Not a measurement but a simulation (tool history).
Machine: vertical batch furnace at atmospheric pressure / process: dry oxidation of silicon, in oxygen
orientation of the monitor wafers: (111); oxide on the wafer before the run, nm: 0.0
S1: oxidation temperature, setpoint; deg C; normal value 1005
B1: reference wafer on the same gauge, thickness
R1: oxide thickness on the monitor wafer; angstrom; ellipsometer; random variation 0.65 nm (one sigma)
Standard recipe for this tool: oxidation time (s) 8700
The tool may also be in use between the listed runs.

run 1 hour=0 | S1=992 oxidation_time_(s)=8700 | B1=122.72 | R1=1154.5
run 2 hour=23.1 | S1=992 oxidation_time_(s)=8700 | B1=122.94 | R1=1137.1
run 3 hour=50.5 | S1=992 oxidation_time_(s)=8700 | B1=123.11 | R1=1145.4
run 4 hour=75.3 | S1=1005 oxidation_time_(s)=8700 | B1=123.2 | R1=1252.5
run 5 hour=103.4 | S1=1015 oxidation_time_(s)=10230 | B1=122.7 | R1=1486.3
run 6 hour=113.8 | S1=1015 oxidation_time_(s)=10230 | B1=122.9 | R1=1488.3
run 7 hour=137.7 | S1=1005 oxidation_time_(s)=8700 | B1=122.93 | R1=1262.5
-- hour=144.8 gauge calibrated
run 8 hour=155.5 | S1=1005 oxidation_time_(s)=8700 | B1=123.13 | R1=1258.2
run 9 hour=183.1 | S1=984 oxidation_time_(s)=6060 | B1=122.92 | R1=860.1
-- hour=218.3 boat lift adjusted
-- hour=231.5 thermocouples replaced and temperature profile calibrated
run 10 hour=232 | S1=997 oxidation_time_(s)=4410 | B1=122.85 | R1=766.5
run 11 hour=239.1 | S1=1005 oxidation_time_(s)=8700 | B1=123.03 | R1=1257.8
run 12 hour=250.7 | S1=1015 oxidation_time_(s)=10230 | B1=122.93 | R1=1494.6
run 13 hour=269.1 | S1=1020 oxidation_time_(s)=10950 | B1=122.78 | R1=1594.8
run 14 hour=328.4 | S1=988 oxidation_time_(s)=5700 | B1=123.17 | R1=852.4
run 15 hour=349.3 | S1=1005 oxidation_time_(s)=6690 | B1=122.93 | R1=1073
run 16 hour=379 | S1=1005 oxidation_time_(s)=12120 | B1=122.77 | R1=1547.8

Each row is a separate what-if for the run after 16, all from the same tool condition, not one after another. Results?
run A hour=386.1 | S1=1005 oxidation_time_(s)=8700 | B1=? | R1=?
run B hour=386.1 | S1=983 oxidation_time_(s)=10620 | B1=? | R1=?
run C hour=386.1 | S1=985 oxidation_time_(s)=6300 | B1=? | R1=?
run D hour=386.1 | S1=1026 oxidation_time_(s)=5520 | B1=? | R1=?
run E hour=386.1 | S1=1014 oxidation_time_(s)=6180 | B1=? | R1=?

run=A B1=122.85 R1=1252.9
run=B B1=122.85 R1=1224.4
run=C B1=122.85 R1=886.1
run=D B1=122.85 R1=1084.1
run=E B1=122.85 R1=1076
The same runs, with their run-to-run variation unchanged, on a tool lacking any hidden condition would have given:
run=A R1=1252.9
run=B R1=1224.4
run=C R1=886.1
run=D R1=1084.1
run=E R1=1076
